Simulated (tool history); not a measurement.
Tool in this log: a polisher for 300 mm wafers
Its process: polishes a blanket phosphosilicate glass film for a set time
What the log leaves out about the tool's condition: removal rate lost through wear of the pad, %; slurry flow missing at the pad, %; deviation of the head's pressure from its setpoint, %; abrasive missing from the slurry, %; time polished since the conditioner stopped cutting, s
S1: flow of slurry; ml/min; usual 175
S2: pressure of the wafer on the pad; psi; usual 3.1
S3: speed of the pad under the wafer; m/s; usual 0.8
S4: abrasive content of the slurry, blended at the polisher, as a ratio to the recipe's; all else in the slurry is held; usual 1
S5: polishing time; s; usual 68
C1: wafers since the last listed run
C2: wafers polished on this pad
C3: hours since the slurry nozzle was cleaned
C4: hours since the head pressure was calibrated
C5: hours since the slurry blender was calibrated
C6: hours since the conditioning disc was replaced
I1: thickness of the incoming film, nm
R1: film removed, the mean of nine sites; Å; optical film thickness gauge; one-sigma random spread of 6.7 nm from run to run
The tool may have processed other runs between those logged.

| run | hour | S1 | S2 | S3 | S4 | S5 | C1 | C2 | C3 | C4 | C5 | C6 | I1 | R1 |
|---|---|---|---|---|---|---|---|---|---|---|---|---|---|---|
| 1 | 0 | 210 | 3.1 | 0.8 | 1 | 68 | 0 | 1184 | 491.4 | 952.7 | 205.5 | 434 | 3090.8 | 4399 |
| 2 | 9.3 | 210 | 3.1 | 0.8 | 1 | 68 | 90 | 1274 | 500.7 | 962 | 214.8 | 443.3 | 3074.8 | 4229 |
|  | 24 | head pressure recalibrated |
|  | 38 | worn pad replaced by a new one |
|  | 40.3 | slurry nozzle cleaned |
|  | 43.3 | slurry blender recalibrated |
| 3 | 50 | 150 | 3.1 | 0.8 | 1 | 46 | 307 | 86 | 9.7 | 26 | 6.7 | 484 | 3053.8 | 3070 |
| 4 | 61.2 | 175 | 2.5 | 0.94 | 0.85 | 68 | 108 | 195 | 20.9 | 37.2 | 17.9 | 495.2 | 3083.1 | 3910 |
| 5 | 68.5 | 175 | 3.1 | 0.88 | 1 | 68 | 70 | 266 | 28.2 | 44.5 | 25.2 | 502.5 | 3090.1 | 4911 |
| 6 | 78.6 | 175 | 3.1 | 0.8 | 1 | 68 | 97 | 364 | 38.3 | 54.6 | 35.3 | 512.6 | 3068.1 | 4489 |
| 7 | 84.7 | 175 | 3.1 | 0.54 | 0.85 | 68 | 59 | 423 | 44.4 | 60.7 | 41.4 | 518.7 | 3049.3 | 3175 |
| 8 | 93.1 | 175 | 3.1 | 0.8 | 1 | 68 | 81 | 505 | 52.8 | 69.1 | 49.8 | 527.1 | 3107.9 | 4367 |
|  | 105.5 | conditioning disc replaced and pad reconditioned |
| 9 | 106 | 145 | 2 | 1.08 | 1 | 68 | 105 | 610 | 65.7 | 82 | 62.7 | 0.5 | 3126.8 | 3994 |
| 10 | 114.7 | 175 | 3.1 | 0.6 | 1.15 | 68 | 84 | 695 | 74.4 | 90.7 | 71.4 | 9.2 | 3137 | 4295 |
| 11 | 146.4 | 155 | 3.1 | 0.6 | 1.3 | 68 | 307 | 1002 | 106.1 | 122.4 | 103.1 | 40.9 | 3086.4 | 4318 |
| 12 | 155.2 | 175 | 3.1 | 0.8 | 1 | 68 | 85 | 1088 | 114.9 | 131.2 | 111.9 | 49.7 | 3154 | 4789 |
| 13 | 170 | 175 | 2.3 | 0.8 | 1.1 | 50 | 143 | 1231 | 129.7 | 146 | 126.7 | 64.5 | 3042.9 | 2732 |
| 14 | 177.6 | 175 | 3.1 | 0.8 | 1 | 68 | 73 | 1305 | 137.3 | 153.6 | 134.3 | 72.1 | 3116.3 | 4690 |
| 15 | 190 | 175 | 3.1 | 0.64 | 0.85 | 68 | 120 | 1425 | 149.7 | 166 | 146.7 | 84.5 | 3027.5 | 3647 |
| 16 | 201.5 | 140 | 3.1 | 0.8 | 0.75 | 68 | 111 | 1537 | 161.2 | 177.5 | 158.2 | 96 | 3089.1 | 3902 |
| 17 | 210.5 | 175 | 3.1 | 0.9 | 1.15 | 68 | 87 | 1624 | 170.2 | 186.5 | 167.2 | 105 | 3071.5 | 5201 |
|  | 216.2 | worn pad replaced by a new one |
| 18 | 250.9 | 175 | 3.1 | 0.8 | 1.25 | 68 | 353 | 336 | 210.6 | 226.9 | 207.6 | 145.4 | 3095.3 | 5638 |
| 19 | 282.9 | 220 | 3.1 | 0.8 | 1 | 68 | 310 | 646 | 242.6 | 258.9 | 239.6 | 177.4 | 3099.7 | 5225 |
| 20 | 295.5 | 175 | 3.1 | 0.8 | 1 | 58 | 122 | 769 | 255.2 | 271.5 | 252.2 | 190 | 3117.9 | 4195 |
| 21 | 335.1 | 175 | 3.1 | 0.8 | 1.1 | 68 | 384 | 1153 | 294.8 | 311.1 | 291.8 | 229.6 | 3048.7 | 4858 |
|  | 345.5 | slurry blender recalibrated |
| 22 | 350.5 | 210 | 2.5 | 0.8 | 1 | 51 | 129 | 1283 | 310.2 | 326.5 | 5 | 245 | 3052.3 | 2877 |
| 23 | 367.4 | 175 | 3.1 | 0.8 | 1 | 68 | 163 | 1447 | 327.1 | 343.4 | 21.9 | 261.9 | 3116.8 | 4417 |
|  | 383.4 | worn pad replaced by a new one |
| 24 | 383.9 | 175 | 2.8 | 0.8 | 0.85 | 85 | 121 | 4 | 343.6 | 359.9 | 38.4 | 278.4 | 3117.7 | 5439 |
| 25 | 389.5 | 175 | 3.6 | 0.8 | 1 | 68 | 54 | 59 | 349.2 | 365.5 | 44 | 284 | 3107.3 | 6014 |

Branching from run 25: 5 alternative next runs. What would each branch give?
| A | 389.9 | 175 | 3.1 | 0.8 | 1 | 68 | 3 | 63 | 349.6 | 365.9 | 44.4 | 284.4 | 3090.9 | ? |
| B | 389.9 | 125 | 2.5 | 0.8 | 1.2 | 85 | 3 | 63 | 349.6 | 365.9 | 44.4 | 284.4 | 3090.9 | ? |
| C | 389.9 | 155 | 3.1 | 1.02 | 1.25 | 68 | 3 | 63 | 349.6 | 365.9 | 44.4 | 284.4 | 3090.9 | ? |
| D | 389.9 | 175 | 3.1 | 0.8 | 0.9 | 68 | 3 | 63 | 349.6 | 365.9 | 44.4 | 284.4 | 3090.9 | ? |
| E | 389.9 | 175 | 3.6 | 0.8 | 0.85 | 48 | 3 | 63 | 349.6 | 365.9 | 44.4 | 284.4 | 3090.9 | ? |

| run | R1 |
|---|---|
| A | 5076 |
| B | 5269 |
| C | 6500 |
| D | 4848 |
| E | 3844 |
Take away the tool's hidden state, keep each run's random variation, and the runs would have read:
| run | R1 |
|---|---|
| A | 5419 |
| B | 5574 |
| C | 7024 |
| D | 5176 |
| E | 4135 |

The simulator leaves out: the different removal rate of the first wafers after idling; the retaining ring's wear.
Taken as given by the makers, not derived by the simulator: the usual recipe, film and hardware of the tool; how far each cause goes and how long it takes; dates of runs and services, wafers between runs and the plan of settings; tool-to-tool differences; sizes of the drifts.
